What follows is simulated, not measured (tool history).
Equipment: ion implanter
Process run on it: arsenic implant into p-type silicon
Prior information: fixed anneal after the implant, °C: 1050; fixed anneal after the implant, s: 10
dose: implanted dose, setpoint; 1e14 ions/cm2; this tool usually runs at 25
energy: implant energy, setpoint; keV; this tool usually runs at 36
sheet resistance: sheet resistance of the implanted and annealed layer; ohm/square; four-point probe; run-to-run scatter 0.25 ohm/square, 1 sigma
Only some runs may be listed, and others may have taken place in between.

run   hour   dose  energy  read-back reference wafer on the same gauge, sheet resistance  sheet resistance
  1      0  20.22      36                                                          68.95             76.18
  2    9.6  30.68      36                                                          68.76             66.95
  3   16.4  30.68      36                                                           68.8             67.03
  4   32.8  27.38    43.5                                                          68.71             63.55
  5   42.3  27.38    43.5                                                          68.65             63.75
  6   88.8  27.38    43.5                                                          68.72             64.02
     104.2  -- gauge calibrated
  7  110.3     25      36                                                           68.8             70.52
  8  118.8     25      36                                                          68.83             70.63
  9  130.5     25      36                                                          68.81             70.83
 10  137.6     25      36                                                          68.73             70.96
 11  148.6     25      36                                                          68.86             70.68
 12  156.6     25      36                                                          68.94             71.09
 13    164     25      36                                                          68.92             70.69
 14    176     25      36                                                          68.71             70.58
 15  184.7  28.46    43.5                                                          68.85             63.18
 16  201.3  28.46    43.5                                                          68.75             62.61
 17  208.7  30.46      26                                                          68.83             77.05
 18  224.8     25      36                                                          68.76              70.8
 19  232.3  30.22    48.5                                                          68.85             58.85
 20  242.8  23.07      36                                                          68.76             72.64
 21  252.9  32.31      36                                                          68.74             65.88
 22  265.6     25      36                                                          68.71             70.92
 23  283.3  17.88    41.5                                                          68.79             77.11
 24  300.9  27.76      41                                                          68.84             65.14
     322.8  -- extraction supply calibrated
 25  323.3  28.46    43.5                                                          68.76             62.96
 26  325.8     25      36                                                          68.78             70.79
 27  342.9  29.99    44.5                                                          68.81             61.55
 28  349.6     25      36                                                          68.77             70.55
     366.6  -- Faraday cup replaced and dose calibrated
 29  367.1     25      40                                                          68.78             68.55
 30  381.8     25      36                                                          68.77             71.01
 31  391.3  28.88    24.5                                                          68.85             79.51
 32  404.7  21.46      44                                                           68.8             69.42
 33  418.9  27.79      45                                                          68.78             62.81
 34  428.2  22.04      36                                                          68.74             73.79
 35  436.7  19.06    39.5                                                          68.84             75.95
 36  443.7     25      36                                                          68.85             70.93
 37    458  31.69      47                                                          68.86             59.34
 38  473.8   19.1    43.5                                                          68.82             73.29
 39  486.3  27.55      42                                                          68.81             64.56

Each row is a separate what-if for the run after 39, all from the same tool condition, not one after another. Results?
  A  486.7  27.61      36                                                              ?                 ?
  B  486.7  22.37      32                                                              ?                 ?
  C  486.7  31.95    27.5                                                              ?                 ?

run  read-back reference wafer on the same gauge, sheet resistance  sheet resistance
  A                                                          68.74             68.65
  B                                                          68.74             76.38
  C                                                          68.74             74.03
With no hidden state in the tool, these same runs would have given:
run  sheet resistance
  A             68.65
  B             76.38
  C             74.03
